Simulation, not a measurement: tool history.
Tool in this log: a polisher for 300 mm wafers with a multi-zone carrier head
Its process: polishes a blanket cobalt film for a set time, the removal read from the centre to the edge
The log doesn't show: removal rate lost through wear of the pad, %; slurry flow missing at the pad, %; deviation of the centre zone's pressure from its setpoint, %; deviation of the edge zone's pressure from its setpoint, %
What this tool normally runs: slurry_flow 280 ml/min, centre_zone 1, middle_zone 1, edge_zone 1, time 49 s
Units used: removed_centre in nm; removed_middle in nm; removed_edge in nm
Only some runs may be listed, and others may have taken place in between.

| run | hour | slurry_flow | centre_zone | middle_zone | edge_zone | time | wafers since the last listed run | wafers polished on this pad | hours since the slurry nozzle was cleaned | hours since the centre zone pressure was calibrated | hours since the edge zone pressure was calibrated | hours since the carrier head's membrane was replaced | incoming thickness of the incoming film, nm | removed_centre | removed_middle | removed_edge |
|---|---|---|---|---|---|---|---|---|---|---|---|---|---|---|---|---|
| 1 | 0 | 250 | 1 | 1 | 1.08 | 49 | 0 | 336 | 176.1 | 1221.3 | 563 | 1139 | 1258.1 | 312.8 | 309.8 | 319 |
| 2 | 15.8 | 280 | 0.98 | 1 | 1 | 49 | 105 | 441 | 191.9 | 1237.1 | 578.8 | 1154.8 | 1282.3 | 312.9 | 300.7 | 310.7 |
| 3 | 25 | 280 | 0.98 | 1 | 1 | 49 | 61 | 502 | 201.1 | 1246.3 | 588 | 1164 | 1268.9 | 312 | 302.2 | 306.3 |
| 4 | 47.2 | 280 | 1 | 1 | 1 | 41 | 147 | 649 | 223.3 | 1268.5 | 610.2 | 1186.2 | 1274 | 256.5 | 253.9 | 254.4 |
| 5 | 64.1 | 280 | 1 | 1 | 1 | 41 | 112 | 762 | 240.2 | 1285.4 | 627.1 | 1203.1 | 1286.1 | 254 | 249.1 | 253 |
|  | 71.8 | worn pad replaced by a new one, of another model than before |
| 6 | 81.7 | 280 | 1 | 1 | 1 | 41 | 90 | 65 | 257.8 | 1303 | 644.7 | 1220.7 | 1271.1 | 281.5 | 272.7 | 279.7 |
| 7 | 107.7 | 280 | 0.96 | 1 | 1 | 49 | 172 | 238 | 283.8 | 1329 | 670.7 | 1246.7 | 1293.5 | 309.5 | 318.6 | 312.5 |
| 8 | 116.9 | 280 | 0.96 | 1 | 1 | 49 | 61 | 299 | 293 | 1338.2 | 679.9 | 1255.9 | 1274.4 | 308.7 | 310.7 | 313.7 |
| 9 | 133.3 | 370 | 1 | 1 | 0.92 | 49 | 109 | 408 | 309.4 | 1354.6 | 696.3 | 1272.3 | 1265.9 | 325.2 | 313.4 | 309.2 |
|  | 136.1 | edge zone pressure recalibrated |
| 10 | 139.5 | 330 | 1.11 | 1.04 | 1 | 60 | 27 | 436 | 315.6 | 1360.8 | 3.4 | 1278.5 | 1293.5 | 418.8 | 397.3 | 387.7 |
| 11 | 145.9 | 235 | 0.96 | 1 | 1 | 49 | 42 | 479 | 322 | 1367.2 | 9.8 | 1284.9 | 1283.8 | 293.8 | 292 | 302.5 |
| 12 | 155.1 | 280 | 1 | 1 | 1 | 65 | 61 | 540 | 331.2 | 1376.4 | 19 | 1294.1 | 1276.1 | 415.5 | 402.7 | 403.6 |
|  | 160.5 | carrier head's membrane replaced by a new one |
|  | 169.9 | slurry nozzle cleaned |
|  | 173.3 | centre zone pressure recalibrated |
| 13 | 178.2 | 235 | 1.07 | 1 | 1 | 56 | 100 | 640 | 8.3 | 4.9 | 42.1 | 17.7 | 1298.6 | 355.3 | 325 | 337.8 |
| 14 | 186.2 | 280 | 1 | 1 | 1 | 49 | 53 | 693 | 16.3 | 12.9 | 50.1 | 25.7 | 1287.1 | 302.3 | 301.7 | 300.8 |
| 15 | 192.2 | 280 | 1 | 1.04 | 1 | 56 | 39 | 733 | 22.3 | 18.9 | 56.1 | 31.7 | 1296.8 | 350.9 | 351.8 | 347 |
|  | 198.5 | worn pad replaced by a new one |
| 16 | 209.5 | 280 | 0.96 | 1 | 1 | 49 | 88 | 73 | 39.6 | 36.2 | 73.4 | 49 | 1288.1 | 323.2 | 330.4 | 330.9 |
| 17 | 220.6 | 280 | 1 | 1 | 1 | 49 | 73 | 147 | 50.7 | 47.3 | 84.5 | 60.1 | 1272.6 | 326 | 322.5 | 323.1 |

3 options for the next run, each taken on its own from the tool as it stands now. Forecast them:
| A | 221 | 280 | 1 | 1 | 1 | 49 | 2 | 149 | 51.1 | 47.7 | 84.9 | 60.5 | 1273.4 | ? | ? | ? |
| B | 221 | 280 | 1.05 | 1 | 0.92 | 49 | 2 | 149 | 51.1 | 47.7 | 84.9 | 60.5 | 1273.4 | ? | ? | ? |
| C | 221 | 280 | 0.93 | 1 | 1.05 | 49 | 2 | 149 | 51.1 | 47.7 | 84.9 | 60.5 | 1273.4 | ? | ? | ? |

| run | removed_centre | removed_middle | removed_edge |
|---|---|---|---|
| A | 327.3 | 318.6 | 324.9 |
| B | 338.9 | 318.6 | 312.3 |
| C | 311.2 | 318.6 | 332.7 |
The same runs, with their run-to-run variation unchanged, on a tool lacking any hidden condition would have given:
| run | removed_centre | removed_middle | removed_edge |
|---|---|---|---|
| A | 347.8 | 338.4 | 345.2 |
| B | 360 | 338.4 | 331.8 |
| C | 330.6 | 338.5 | 353.5 |
